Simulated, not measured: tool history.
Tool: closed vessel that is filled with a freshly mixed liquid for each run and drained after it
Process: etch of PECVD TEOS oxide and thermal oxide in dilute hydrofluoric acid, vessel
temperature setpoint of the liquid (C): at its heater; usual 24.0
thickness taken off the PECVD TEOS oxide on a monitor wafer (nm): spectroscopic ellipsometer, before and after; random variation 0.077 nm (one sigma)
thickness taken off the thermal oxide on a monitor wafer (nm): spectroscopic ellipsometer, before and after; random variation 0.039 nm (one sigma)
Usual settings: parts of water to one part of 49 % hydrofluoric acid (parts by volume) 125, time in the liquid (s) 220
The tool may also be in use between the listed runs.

run     day  temperature setpoint of the liquid (C)  parts of water to one part of 49 % hydrofluoric acid (parts by volume)  time in the liquid (s)  wafers since the last listed run  hours since the thermometer was replaced  hours since the hydrofluoric acid flow meter was replaced  hours since the gauge calibration  read-back film thickness of the PECVD TEOS oxide reference wafer, read on the same gauge (nm)  read-back film thickness of the thermal oxide reference wafer, read on the same gauge (nm)  thickness taken off the PECVD TEOS oxide on a monitor wafer (nm)  thickness taken off the thermal oxide on a monitor wafer (nm)
  1   0.000                                    24.0                                                                     105                     220                                 0                                     622.9                                                      173.8                              834.4                                                                                          50.02                                                                                       40.01                                                             20.12                                                           9.28
  2   3.054                                    24.0                                                                     125                     220                              8917                                     696.2                                                      247.1                              907.7                                                                                          49.96                                                                                       39.98                                                             16.58                                                           7.55
  3   4.762                                    24.0                                                                     125                     220                              4988                                     737.2                                                      288.1                              948.7                                                                                          49.96                                                                                       40.00                                                             16.41                                                           7.55
  4   8.075                                    24.0                                                                     125                     220                              9672                                     816.7                                                      367.6                             1028.2                                                                                          50.01                                                                                       39.98                                                             16.50                                                           7.55
  5  11.467                                    24.0                                                                     125                     155                              9903                                     898.1                                                      449.0                             1109.6                                                                                          49.97                                                                                       40.01                                                             11.56                                                           5.32
  6  14.246                                    24.0                                                                     125                     155                              8114                                     964.8                                                      515.7                             1176.3                                                                                          49.96                                                                                       39.99                                                             11.52                                                           5.29
  7  16.725                                    24.0                                                                     125                     155                              7238                                    1024.3                                                      575.2                             1235.8                                                                                          49.99                                                                                       39.97                                                             11.51                                                           5.30
  8  20.896                                    26.0                                                                      85                     170                             12178                                    1124.4                                                      675.3                             1335.9                                                                                          50.01                                                                                       39.98                                                             20.71                                                           9.71
  9  24.483                                    19.5                                                                      80                     220                             10475                                    1210.5                                                      761.4                             1422.0                                                                                          50.00                                                                                       40.02                                                             22.15                                                          10.32
 10  26.325                                    20.0                                                                     165                     145                              5377                                    1254.7                                                      805.6                             1466.2                                                                                          50.02                                                                                       40.00                                                              6.61                                                           3.00
 11  28.888                                    20.0                                                                     100                     290                              7482                                    1316.2                                                      867.1                             1527.7                                                                                          50.04                                                                                       40.00                                                             23.34                                                          10.76
 12  32.046                                    24.0                                                                     125                     220                              9221                                    1392.0                                                      942.9                             1603.5                                                                                          49.97                                                                                       40.00                                                             15.98                                                           7.36
     33.588  -- thermometer replaced
 13  34.475                                    24.0                                                                     125                     220                              6971                                      21.3                                                     1001.2                             1661.8                                                                                          50.00                                                                                       40.00                                                             15.98                                                           7.39
 14  37.267                                    24.0                                                                     125                     220                              8151                                      88.3                                                     1068.2                             1728.8                                                                                          50.02                                                                                       39.99                                                             15.97                                                           7.31
     42.246  -- hydrofluoric acid flow meter replaced
 15  44.921                                    21.0                                                                      80                     130                             22227                                     272.0                                                       64.2                             1912.5                                                                                          50.02                                                                                       40.00                                                             14.49                                                           6.62
     48.608  -- gauge calibrated
 16  49.021                                    24.0                                                                     125                     220                             11971                                     370.4                                                      162.6                                9.9                                                                                          50.04                                                                                       40.00                                                             16.76                                                           7.67
 17  52.012                                    26.5                                                                     105                     185                              8735                                     442.2                                                      234.4                               81.7                                                                                          49.93                                                                                       39.99                                                             18.86                                                           8.63
 18  55.192                                    25.5                                                                      65                     160                              9282                                     518.5                                                      310.7                              158.0                                                                                          50.00                                                                                       39.99                                                             26.60                                                          12.25
 19  57.096                                    25.5                                                                     125                     320                              5559                                     564.2                                                      356.4                              203.7                                                                                          50.01                                                                                       39.97                                                             25.45                                                          11.76
 20  61.167                                    28.5                                                                     175                     135                             11886                                     661.9                                                      454.1                              301.4                                                                                          49.98                                                                                       39.99                                                              8.07                                                           3.69
 21  69.875                                    28.5                                                                      85                      95                             25427                                     870.9                                                      663.1                              510.4                                                                                          49.98                                                                                       40.00                                                             13.13                                                           6.01
 22  71.792                                    24.0                                                                     125                     285                              5596                                     916.9                                                      709.1                              556.4                                                                                          49.99                                                                                       40.00                                                             21.00                                                           9.80
 23  74.758                                    24.0                                                                     125                     220                              8662                                     988.1                                                      780.3                              627.6                                                                                          50.00                                                                                       40.01                                                             16.21                                                           7.49
 24  77.921                                    24.0                                                                     125                     220                              9234                                    1064.0                                                      856.2                              703.5                                                                                          49.98                                                                                       40.01                                                             15.99                                                           7.43
 25  82.088                                    24.0                                                                     125                     220                             12166                                    1164.0                                                      956.2                              803.5                                                                                          50.03                                                                                       40.03                                                             16.11                                                           7.46
     83.533  -- hydrofluoric acid flow meter replaced
 26  85.858                                    24.0                                                                      75                     325                             10888                                    1254.5                                                       55.8                              894.0                                                                                          49.99                                                                                       40.01                                                             43.78                                                          20.01

Forecast each of these 4 alternatives for the next run:
  A  85.888                                    24.0                                                                     125                     220                                85                                    1255.2                                                       56.5                              894.7                                                                                              ?                                                                                           ?                                                                 ?                                                              ?
  B  85.888                                    26.5                                                                     125                     325                                85                                    1255.2                                                       56.5                              894.7                                                                                              ?                                                                                           ?                                                                 ?                                                              ?
  C  85.888                                    19.5                                                                      80                     315                                85                                    1255.2                                                       56.5                              894.7                                                                                              ?                                                                                           ?                                                                 ?                                                              ?
  D  85.888                                    26.5                                                                     150                     155                                85                                    1255.2                                                       56.5                              894.7                                                                                              ?                                                                                           ?                                                                 ?                                                              ?

run  read-back film thickness of the PECVD TEOS oxide reference wafer, read on the same gauge (nm)  read-back film thickness of the thermal oxide reference wafer, read on the same gauge (nm)  thickness taken off the PECVD TEOS oxide on a monitor wafer (nm)  thickness taken off the thermal oxide on a monitor wafer (nm)
  A                                                                                          50.03                                                                                       40.00                                                             16.70                                                           7.62
  B                                                                                          50.03                                                                                       40.00                                                             27.15                                                          12.38
  C                                                                                          50.03                                                                                       40.00                                                             32.84                                                          14.98
  D                                                                                          50.03                                                                                       40.00                                                             10.46                                                           4.77
Without the tool's hidden state the same runs would have given:
run  thickness taken off the PECVD TEOS oxide on a monitor wafer (nm)  thickness taken off the thermal oxide on a monitor wafer (nm)
  A                                                             16.88                                                           7.70
  B                                                             27.46                                                          12.52
  C                                                             33.19                                                          15.14
  D                                                             10.58                                                           4.83

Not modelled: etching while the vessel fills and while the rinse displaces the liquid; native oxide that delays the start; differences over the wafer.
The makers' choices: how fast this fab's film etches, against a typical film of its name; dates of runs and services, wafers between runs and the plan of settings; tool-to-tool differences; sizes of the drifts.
